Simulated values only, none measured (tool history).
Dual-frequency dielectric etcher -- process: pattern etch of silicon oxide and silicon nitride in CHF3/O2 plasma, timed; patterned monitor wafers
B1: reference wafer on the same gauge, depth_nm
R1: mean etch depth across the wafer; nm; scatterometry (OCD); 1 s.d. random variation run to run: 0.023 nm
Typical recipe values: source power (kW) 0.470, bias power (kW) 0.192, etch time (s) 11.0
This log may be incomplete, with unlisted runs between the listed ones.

{"run": 1, "day": 0.0, "source power (kW)": 0.47, "bias power (kW)": 0.192, "etch time (s)": 11.0, "B1": 13.21, "R1": 14.91}
{"run": 2, "day": 0.25, "source power (kW)": 0.47, "bias power (kW)": 0.192, "etch time (s)": 11.0, "B1": 13.2, "R1": 14.97}
{"run": 3, "day": 0.996, "source power (kW)": 0.47, "bias power (kW)": 0.192, "etch time (s)": 11.0, "B1": 13.2, "R1": 14.95}
{"run": 4, "day": 1.517, "source power (kW)": 0.38, "bias power (kW)": 0.192, "etch time (s)": 11.0, "B1": 13.2, "R1": 13.63}
{"run": 5, "day": 1.962, "source power (kW)": 0.47, "bias power (kW)": 0.192, "etch time (s)": 11.0, "B1": 13.2, "R1": 14.92}
{"run": 6, "day": 2.338, "source power (kW)": 0.41, "bias power (kW)": 0.192, "etch time (s)": 11.0, "B1": 13.2, "R1": 14.12}
{"run": 7, "day": 2.867, "source power (kW)": 0.41, "bias power (kW)": 0.192, "etch time (s)": 11.0, "B1": 13.2, "R1": 14.1}
{"run": 8, "day": 3.333, "source power (kW)": 0.54, "bias power (kW)": 0.192, "etch time (s)": 11.0, "B1": 13.2, "R1": 15.79}
{"run": 9, "day": 3.667, "source power (kW)": 0.54, "bias power (kW)": 0.192, "etch time (s)": 11.0, "B1": 13.19, "R1": 15.8}
{"run": 10, "day": 4.242, "source power (kW)": 0.54, "bias power (kW)": 0.192, "etch time (s)": 11.0, "B1": 13.2, "R1": 15.78}
{"run": 11, "day": 4.95, "source power (kW)": 0.47, "bias power (kW)": 0.167, "etch time (s)": 11.0, "B1": 13.2, "R1": 14.18}
{"day": 5.888, "done": "gauge calibrated"}
{"day": 6.117, "done": "wet clean of the chamber"}
{"day": 6.225, "done": "source power generator calibrated"}
{"run": 12, "day": 6.312, "source power (kW)": 0.47, "bias power (kW)": 0.192, "etch time (s)": 11.0, "B1": 13.19, "R1": 15.21}
{"run": 13, "day": 6.912, "source power (kW)": 0.47, "bias power (kW)": 0.192, "etch time (s)": 11.0, "B1": 13.21, "R1": 15.2}
{"run": 14, "day": 7.575, "source power (kW)": 0.47, "bias power (kW)": 0.192, "etch time (s)": 11.0, "B1": 13.2, "R1": 15.2}
{"day": 8.25, "done": "bias power generator calibrated"}
{"run": 15, "day": 8.271, "source power (kW)": 0.47, "bias power (kW)": 0.192, "etch time (s)": 11.0, "B1": 13.19, "R1": 15.15}
{"run": 16, "day": 8.604, "source power (kW)": 0.47, "bias power (kW)": 0.214, "etch time (s)": 14.5, "B1": 13.21, "R1": 20.77}
{"run": 17, "day": 8.954, "source power (kW)": 0.42, "bias power (kW)": 0.237, "etch time (s)": 14.5, "B1": 13.21, "R1": 20.61}
{"run": 18, "day": 9.338, "source power (kW)": 0.47, "bias power (kW)": 0.192, "etch time (s)": 10.0, "B1": 13.2, "R1": 13.79}
{"run": 19, "day": 9.896, "source power (kW)": 0.47, "bias power (kW)": 0.192, "etch time (s)": 11.0, "B1": 13.19, "R1": 15.15}
{"run": 20, "day": 10.433, "source power (kW)": 0.57, "bias power (kW)": 0.215, "etch time (s)": 9.0, "B1": 13.21, "R1": 13.97}
{"run": 21, "day": 10.925, "source power (kW)": 0.55, "bias power (kW)": 0.192, "etch time (s)": 11.0, "B1": 13.19, "R1": 16.18}
{"run": 22, "day": 11.404, "source power (kW)": 0.41, "bias power (kW)": 0.192, "etch time (s)": 11.0, "B1": 13.19, "R1": 14.33}
{"day": 12.583, "done": "upper electrode replaced"}
{"run": 23, "day": 12.604, "source power (kW)": 0.47, "bias power (kW)": 0.192, "etch time (s)": 11.0, "B1": 13.21, "R1": 15.11}
{"run": 24, "day": 12.621, "source power (kW)": 0.56, "bias power (kW)": 0.192, "etch time (s)": 11.0, "B1": 13.2, "R1": 16.25}
{"run": 25, "day": 12.988, "source power (kW)": 0.54, "bias power (kW)": 0.192, "etch time (s)": 12.5, "B1": 13.2, "R1": 18.25}
{"run": 26, "day": 13.471, "source power (kW)": 0.58, "bias power (kW)": 0.192, "etch time (s)": 9.5, "B1": 13.2, "R1": 14.23}
{"run": 27, "day": 13.871, "source power (kW)": 0.47, "bias power (kW)": 0.222, "etch time (s)": 11.0, "B1": 13.19, "R1": 15.97}
{"run": 28, "day": 14.238, "source power (kW)": 0.37, "bias power (kW)": 0.17, "etch time (s)": 10.0, "B1": 13.2, "R1": 11.91}
{"run": 29, "day": 14.962, "source power (kW)": 0.36, "bias power (kW)": 0.166, "etch time (s)": 14.0, "B1": 13.19, "R1": 16.28}
{"run": 30, "day": 15.292, "source power (kW)": 0.53, "bias power (kW)": 0.172, "etch time (s)": 14.0, "B1": 13.2, "R1": 19.43}
{"run": 31, "day": 15.979, "source power (kW)": 0.36, "bias power (kW)": 0.146, "etch time (s)": 11.0, "B1": 13.2, "R1": 12.21}

Some steps in R1 between neighbouring runs. How much of each would the tool show without its hidden state too (settings, what came in, random variation), and how much is left for the hidden state, with any gauge scatter that isn't in both results?
Unlogged tool condition in this case: etch rate over this chamber's usual, %; source power that arrives over what is set, %; bias power that arrives over what is set, %; gauge reads high (%).
Run 7 -> 8: source power (kW) 0.410 -> 0.540. R1 +1.69 nm: hidden state -0.03, all else +1.72.
Run 11 -> 12: bias power (kW) 0.167 -> 0.192, gauge calibrated, wet clean of the chamber, source power generator calibrated. R1 +1.03 nm: hidden state +0.29, all else +0.74.
Run 15 -> 16: bias power (kW) 0.192 -> 0.214, etch time (s) 11.0 -> 14.5. R1 +5.62 nm: hidden state +0.00, all else +5.62.
Run 17 -> 18: source power (kW) 0.420 -> 0.470, bias power (kW) 0.237 -> 0.192, etch time (s) 14.5 -> 10.0. R1 -6.82 nm: hidden state -0.01, all else -6.81.
Run 30 -> 31: source power (kW) 0.530 -> 0.360, bias power (kW) 0.172 -> 0.146, etch time (s) 14.0 -> 11.0. R1 -7.22 nm: hidden state +0.03, all else -7.25.
